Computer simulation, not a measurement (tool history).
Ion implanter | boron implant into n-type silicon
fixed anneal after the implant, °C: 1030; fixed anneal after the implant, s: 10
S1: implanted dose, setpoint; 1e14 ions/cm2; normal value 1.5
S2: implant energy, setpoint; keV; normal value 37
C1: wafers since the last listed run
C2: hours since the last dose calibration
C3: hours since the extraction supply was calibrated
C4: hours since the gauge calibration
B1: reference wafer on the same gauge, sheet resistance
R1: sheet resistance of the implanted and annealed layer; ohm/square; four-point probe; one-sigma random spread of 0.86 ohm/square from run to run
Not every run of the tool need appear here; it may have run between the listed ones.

run 1 hour=0 | S1=1.5 S2=37 | C1=0 C2=2586 C3=4842.4 C4=85.1 | B1=577.6 | R1=569.51
run 2 hour=17.7 | S1=1.5 S2=37 | C1=177 C2=2603.7 C3=4860.1 C4=102.8 | B1=577.63 | R1=568.24
run 3 hour=30.8 | S1=1.62 S2=37 | C1=131 C2=2616.8 C3=4873.2 C4=115.9 | B1=577.31 | R1=537.24
run 4 hour=43.7 | S1=1.5 S2=37 | C1=129 C2=2629.7 C3=4886.1 C4=128.8 | B1=577.29 | R1=569.35
run 5 hour=57.1 | S1=1.5 S2=37 | C1=134 C2=2643.1 C3=4899.5 C4=142.2 | B1=576.98 | R1=567.59
run 6 hour=65.7 | S1=1.5 S2=37 | C1=86 C2=2651.7 C3=4908.1 C4=150.8 | B1=577.05 | R1=568.25
run 7 hour=82.2 | S1=1.24 S2=37 | C1=165 C2=2668.2 C3=4924.6 C4=167.3 | B1=577.09 | R1=654.76
run 8 hour=89.5 | S1=1.24 S2=37 | C1=73 C2=2675.5 C3=4931.9 C4=174.6 | B1=576.53 | R1=653.81
run 9 hour=98.3 | S1=1.5 S2=28 | C1=88 C2=2684.3 C3=4940.7 C4=183.4 | B1=576.98 | R1=594.94
run 10 hour=115.9 | S1=1.94 S2=32.5 | C1=176 C2=2701.9 C3=4958.3 C4=201 | B1=576.71 | R1=476.71
-- hour=124.4 Faraday cup replaced and dose calibrated
-- hour=130.1 extraction supply calibrated
run 11 hour=130.6 | S1=1.14 S2=48.5 | C1=9 C2=6.2 C3=0.5 C4=215.7 | B1=576.67 | R1=660.81
-- hour=132.1 gauge calibrated
run 12 hour=136.1 | S1=1.07 S2=31 | C1=55 C2=11.7 C3=6 C4=4 | B1=581.25 | R1=757.18
run 13 hour=144 | S1=1.92 S2=37 | C1=79 C2=19.6 C3=13.9 C4=11.9 | B1=580.41 | R1=477.11
run 14 hour=157.4 | S1=1.5 S2=37 | C1=134 C2=33 C3=27.3 C4=25.3 | B1=579.9 | R1=571.56
run 15 hour=170.4 | S1=1.5 S2=27.5 | C1=130 C2=46 C3=40.3 C4=38.3 | B1=579.1 | R1=598.28
run 16 hour=186.6 | S1=1.28 S2=37 | C1=162 C2=62.2 C3=56.5 C4=54.5 | B1=578.66 | R1=641.82
run 17 hour=195.6 | S1=1.5 S2=25 | C1=90 C2=71.2 C3=65.5 C4=63.5 | B1=578.31 | R1=606.56
run 18 hour=202.1 | S1=1.92 S2=31.5 | C1=65 C2=77.7 C3=72 C4=70 | B1=578.2 | R1=484.55
run 19 hour=212.6 | S1=1.5 S2=37 | C1=105 C2=88.2 C3=82.5 C4=80.5 | B1=578.03 | R1=568.62

Each row is a separate what-if for the run after 19, all from the same tool condition, not one after another. Results?
run A hour=213 | S1=1.5 S2=37 | C1=4 C2=88.6 C3=82.9 C4=80.9 | B1=? | R1=?
run B hour=213 | S1=1.88 S2=32 | C1=4 C2=88.6 C3=82.9 C4=80.9 | B1=? | R1=?
run C hour=213 | S1=1.5 S2=26 | C1=4 C2=88.6 C3=82.9 C4=80.9 | B1=? | R1=?
run D hour=213 | S1=1.27 S2=29.5 | C1=4 C2=88.6 C3=82.9 C4=80.9 | B1=? | R1=?

run=A B1=577.83 R1=571.7
run=B B1=577.83 R1=492.4
run=C B1=577.83 R1=604.23
run=D B1=577.83 R1=671.99
Take away the tool's hidden state, keep each run's random variation, and the runs would have read:
run=A R1=574.69
run=B R1=494.98
run=C R1=607.39
run=D R1=675.51
